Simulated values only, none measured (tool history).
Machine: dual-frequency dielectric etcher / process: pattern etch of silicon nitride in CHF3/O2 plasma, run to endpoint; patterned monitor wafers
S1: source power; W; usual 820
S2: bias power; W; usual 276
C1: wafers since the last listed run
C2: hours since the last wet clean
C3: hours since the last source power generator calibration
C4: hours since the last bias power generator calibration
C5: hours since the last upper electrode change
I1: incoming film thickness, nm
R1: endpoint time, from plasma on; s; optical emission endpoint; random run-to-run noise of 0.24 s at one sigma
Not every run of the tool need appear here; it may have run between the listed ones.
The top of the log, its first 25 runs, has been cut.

run	hour	S1	S2	C1	C2	C3	C4	C5	I1	R1
26	578.1	950	222	474	202.3	462.6	407.1	263.2	103.6	56.4
27	604.0	920	276	390	228.2	488.5	433.0	289.1	103.6	52.8
28	624.4	820	276	307	248.6	508.9	453.4	309.5	103.4	55.1
29	656.0	820	276	475	280.2	540.5	485.0	341.1	102.9	55.2
30	682.4	880	316	397	306.6	566.9	511.4	367.5	104.8	51.4
31	715.2	690	319	493	339.4	599.7	544.2	400.3	104.5	56.3
32	733.9	720	223	281	358.1	618.4	562.9	419.0	103.8	63.4
33	755.7	820	276	328	379.9	640.2	584.7	440.8	103.7	55.0
34	775.9	710	344	304	400.1	660.4	604.9	461.0	103.0	53.7
35	808.8	960	226	495	433.0	693.3	637.8	493.9	104.6	55.9

Forecast each of these 4 alternatives for the next run:
A	809.2	820	276	6	433.4	693.7	638.2	494.3	103.3	?
B	809.2	710	307	6	433.4	693.7	638.2	494.3	103.3	?
C	809.2	730	217	6	433.4	693.7	638.2	494.3	103.3	?
D	809.2	770	257	6	433.4	693.7	638.2	494.3	103.3	?

run	R1
A	54.4
B	55.7
C	62.7
D	57.4
Without the tool's hidden state the same runs would have given:
run	R1
A	55.5
B	56.8
C	63.9
D	58.6

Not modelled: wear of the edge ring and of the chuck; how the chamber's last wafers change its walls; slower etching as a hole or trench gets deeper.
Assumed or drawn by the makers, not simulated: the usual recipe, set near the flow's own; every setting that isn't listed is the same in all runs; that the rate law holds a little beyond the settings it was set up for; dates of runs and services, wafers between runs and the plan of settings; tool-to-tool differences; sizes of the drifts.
